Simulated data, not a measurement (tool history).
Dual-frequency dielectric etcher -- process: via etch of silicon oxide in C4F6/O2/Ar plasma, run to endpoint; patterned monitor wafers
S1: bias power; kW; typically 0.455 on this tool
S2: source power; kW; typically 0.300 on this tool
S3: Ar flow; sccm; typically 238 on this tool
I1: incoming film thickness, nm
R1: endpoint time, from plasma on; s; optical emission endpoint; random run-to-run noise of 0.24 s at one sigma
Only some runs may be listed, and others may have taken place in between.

run    hour     S1     S2   S3     I1    R1
  1     0.0  0.455  0.260  238  192.1  52.1
  2   100.7  0.455  0.300  208  189.7  48.8
  3   144.5  0.455  0.300  208  191.5  48.6
  4   221.8  0.455  0.300  263  190.8  49.9
      251.6  -- wet clean of the chamber
      349.9  -- upper electrode replaced
  5   350.4  0.455  0.240  238  191.7  54.0
  6   413.5  0.455  0.240  238  193.0  54.4
  7   473.3  0.455  0.240  238  190.8  54.4
  8   524.0  0.455  0.300  238  192.1  49.6
  9   574.0  0.455  0.300  238  189.8  48.8
 10   647.6  0.455  0.350  238  188.8  45.9
      674.6  -- source power generator calibrated
      697.9  -- bias power generator calibrated
 11   727.2  0.563  0.330  238  191.5  44.1
      762.7  -- Ar flow controller replaced
      802.2  -- wet clean of the chamber
 12   810.5  0.529  0.250  238  189.4  49.5
 13   854.3  0.547  0.250  282  191.7  49.9
 14   896.6  0.500  0.300  190  191.6  46.8
 15   954.6  0.485  0.350  238  190.9  45.4
 16  1015.6  0.354  0.370  293  193.8  50.7
 17  1074.5  0.455  0.340  275  191.4  47.8
 18  1140.9  0.455  0.380  238  190.6  44.5
 19  1202.6  0.455  0.300  213  190.1  49.0
     1259.1  -- wet clean of the chamber
 20  1259.6  0.484  0.340  192  192.6  45.7
 21  1303.6  0.455  0.300  238  192.2  49.6
 22  1340.7  0.455  0.300  238  191.0  49.6
 23  1399.3  0.533  0.300  238  189.3  46.8
 24  1446.4  0.455  0.300  238  191.3  49.5
 25  1482.7  0.455  0.300  238  192.8  50.0
 26  1568.3  0.536  0.320  238  190.6  45.4
 27  1642.3  0.345  0.300  253  190.9  54.1
     1849.2  -- wet clean of the chamber
 28  1945.1  0.494  0.300  187  192.3  47.7

Give the tool's hidden conditions for every run:
etch rate over this chamber's usual, %: 0 in every run
source power that arrives over what is set, %: 0 in every run
Ar flow that arrives over what is set, %: 0 in every run
H1: bias power that arrives over what is set, %
run      H1
  1   -4.61
  2    -4.7
  3   -4.74
  4    -4.8
  5   -4.88
  6   -4.92
  7   -4.95
  8   -4.97
  9      -5
 10   -5.03
 11  -0.469
 12   -1.04
 13   -1.31
 14   -1.56
 15   -1.87
 16   -2.18
 17   -2.45
 18   -2.73
 19   -2.96
 20   -3.16
 21   -3.31
 22   -3.42
 23   -3.59
 24   -3.72
 25   -3.81
 26   -4.01
 27   -4.16
 28   -4.64
